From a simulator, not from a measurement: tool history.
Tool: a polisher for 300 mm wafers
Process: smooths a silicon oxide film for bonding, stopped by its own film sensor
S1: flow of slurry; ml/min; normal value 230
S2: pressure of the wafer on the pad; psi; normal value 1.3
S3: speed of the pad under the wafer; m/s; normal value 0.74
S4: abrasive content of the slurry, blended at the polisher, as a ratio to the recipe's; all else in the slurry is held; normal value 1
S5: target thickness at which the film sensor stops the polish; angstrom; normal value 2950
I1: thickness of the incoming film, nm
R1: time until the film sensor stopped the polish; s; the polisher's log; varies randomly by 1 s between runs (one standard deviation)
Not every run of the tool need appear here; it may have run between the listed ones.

run	hour	S1	S2	S3	S4	S5	I1	R1
1	0	230	1.3	0.74	1	2950	342	110.9
2	38.1	230	1.3	0.74	1	2950	337	99.8
3	99	230	1.3	0.74	1	2950	344.4	114.1
4	160.8	230	1.3	0.74	1	2950	346.6	118.6
# hour 172.6: slurry blender recalibrated
5	233.6	230	1.3	0.74	1	2950	339.1	99.4
# hour 248.6: head pressure recalibrated
6	324.1	230	1.3	0.74	1	2950	342.6	124.5
# hour 333.7: worn pad replaced by a new one
7	376.6	230	1.3	0.74	1	2950	343	125.6
# hour 385.4: slurry nozzle cleaned
8	449.2	230	1.3	0.74	1	2950	336.5	109.7
9	512.8	230	1.3	0.74	1	2950	336.3	105.5
10	570.2	230	1.3	0.74	1	2950	340.2	116.9
11	674.6	230	1.3	0.74	1	2950	339	113.2
# hour 726.3: slurry blender recalibrated
12	730.8	230	1.3	0.74	1	2950	341.4	120.3
13	804.5	230	1.3	0.74	1	2950	333.5	98.5
# hour 818.9: worn pad replaced by a new one
14	907.8	230	1.3	0.74	1	2950	339.7	113.3
# hour 943.7: slurry nozzle cleaned
15	994.6	270	1.5	0.74	0.8	3020	340.1	93.4
16	1075.7	230	1.3	0.74	1	2950	340.7	116.5
17	1119.9	230	1.3	0.74	1.2	2950	345.2	115.5
# hour 1194: slurry blender recalibrated
18	1198.3	230	1.3	0.54	1	2900	337.5	146.4
19	1247	230	1.4	0.74	1	2950	345	114.7
20	1308.6	230	1.3	0.74	1	2950	340.2	109.8
# hour 1336.5: worn pad replaced by a new one
21	1349.7	150	1.3	0.74	1	2950	336.1	107.8
# hour 1389: slurry nozzle cleaned
22	1389.5	230	1.3	0.74	0.8	3050	340.4	96.5
23	1452.6	230	1.3	0.74	1	2950	338.4	106
24	1534.5	155	1.5	0.64	0.8	2950	338.8	118.4
25	1620.4	290	1.3	0.74	1.1	2950	335.8	91.8
26	1673.5	205	1	0.74	1	2950	339	132.7
# hour 1701.1: head pressure recalibrated
# hour 1744.9: slurry blender recalibrated
# hour 1767.9: worn pad replaced by a new one
27	1768.5	230	1.5	0.74	1	3090	335.2	59.2
28	1821.8	230	1.8	0.74	0.85	2950	346.3	103.6
# hour 1872.3: slurry nozzle cleaned
29	1900.5	290	1.3	0.58	1	2950	341.8	137.7
30	1946.2	230	1.6	0.84	0.75	2840	340.6	126.3

Alternative continuations, all from the tool just after run 30; predict every row:
A	1946.7	190	1.3	0.74	1	2950	335.4	?
B	1946.7	285	1.3	0.74	0.7	3080	335.4	?
C	1946.7	230	1.3	0.62	1.1	2950	335.4	?

run	R1
A	105.5
B	81.9
C	111.9
With no hidden state in the tool, these same runs would have given:
run	R1
A	106.6
B	82.8
C	113.2

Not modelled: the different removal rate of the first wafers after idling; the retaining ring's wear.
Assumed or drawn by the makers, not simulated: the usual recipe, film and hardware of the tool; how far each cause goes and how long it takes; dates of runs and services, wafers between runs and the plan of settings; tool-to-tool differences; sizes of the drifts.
